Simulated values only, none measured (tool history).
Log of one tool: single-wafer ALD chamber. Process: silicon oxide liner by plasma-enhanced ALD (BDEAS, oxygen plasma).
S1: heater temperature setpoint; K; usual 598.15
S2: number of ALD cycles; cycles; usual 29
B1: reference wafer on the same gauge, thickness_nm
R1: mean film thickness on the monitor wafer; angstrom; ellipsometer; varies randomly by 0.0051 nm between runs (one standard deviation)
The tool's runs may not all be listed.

run    hour      S1  S2     B1     R1
  1     0.0  598.15  29  2.097  25.55
  2    45.3  598.15  29  2.097  25.48
  3    87.0  598.15  29  2.097  25.56
  4   126.5  598.15  29  2.096  25.58
  5   208.4  586.15  29  2.095  25.98
  6   254.8  586.15  29  2.095  26.05
  7   306.5  598.15  29  2.094  25.49
  8   362.9  598.15  29  2.094  25.52
  9   421.0  593.15  29  2.093  25.79
 10   470.3  598.15  32  2.092  28.21
 11   506.0  598.15  32  2.091  28.21
 12   559.9  607.15  26  2.090  22.52
 13   625.5  598.15  29  2.090  25.48
 14   687.5  598.15  29  2.089  25.34
 15   758.3  608.15  29  2.087  25.07
 16   788.0  608.15  29  2.085  25.04
 17   845.6  598.15  29  2.084  25.44
 18   888.4  598.15  29  2.083  25.38
 19   973.6  598.15  29  2.080  25.44
 20  1036.1  603.15  25  2.077  21.74
 21  1107.1  598.15  29  2.076  25.40
 22  1158.8  598.15  29  2.073  25.33
 23  1197.4  586.15  35  2.072  31.07
 24  1225.4  598.15  29  2.071  25.22
 25  1276.0  607.15  25  2.068  21.36
     1303.8  -- gauge calibrated
 26  1330.3  598.15  29  2.108  25.69
     1380.3  -- thermocouple changed; heater temperature recalibrated
 27  1384.8  586.15  31  2.107  28.07
 28  1428.6  591.15  29  2.108  26.00
 29  1465.8  593.15  33  2.108  29.50
 30  1503.9  592.15  26  2.107  23.30
 31  1556.1  611.15  25  2.108  21.61
 32  1607.5  594.15  27  2.106  24.03
 33  1661.1  598.15  29  2.106  25.74
 34  1689.9  610.15  29  2.106  25.12
 35  1756.0  590.15  30  2.104  26.98
 36  1809.3  598.15  29  2.104  25.71
 37  1872.8  603.15  29  2.103  25.45
 38  1904.6  607.15  32  2.103  27.94

Forecast each of these 5 alternatives for the next run:
  A  1905.0  598.15  29   ?   ?
  B  1905.0  606.15  28   ?   ?
  C  1905.0  610.15  24   ?   ?
  D  1905.0  605.15  32   ?   ?
  E  1905.0  598.15  31   ?   ?

run     B1     R1
  A  2.102  25.69
  B  2.102  24.48
  C  2.102  20.84
  D  2.102  28.02
  E  2.102  27.46
Without the tool's unlogged condition, the same runs would have read:
run     R1
  A  25.66
  B  24.45
  C  20.82
  D  27.99
  E  27.43

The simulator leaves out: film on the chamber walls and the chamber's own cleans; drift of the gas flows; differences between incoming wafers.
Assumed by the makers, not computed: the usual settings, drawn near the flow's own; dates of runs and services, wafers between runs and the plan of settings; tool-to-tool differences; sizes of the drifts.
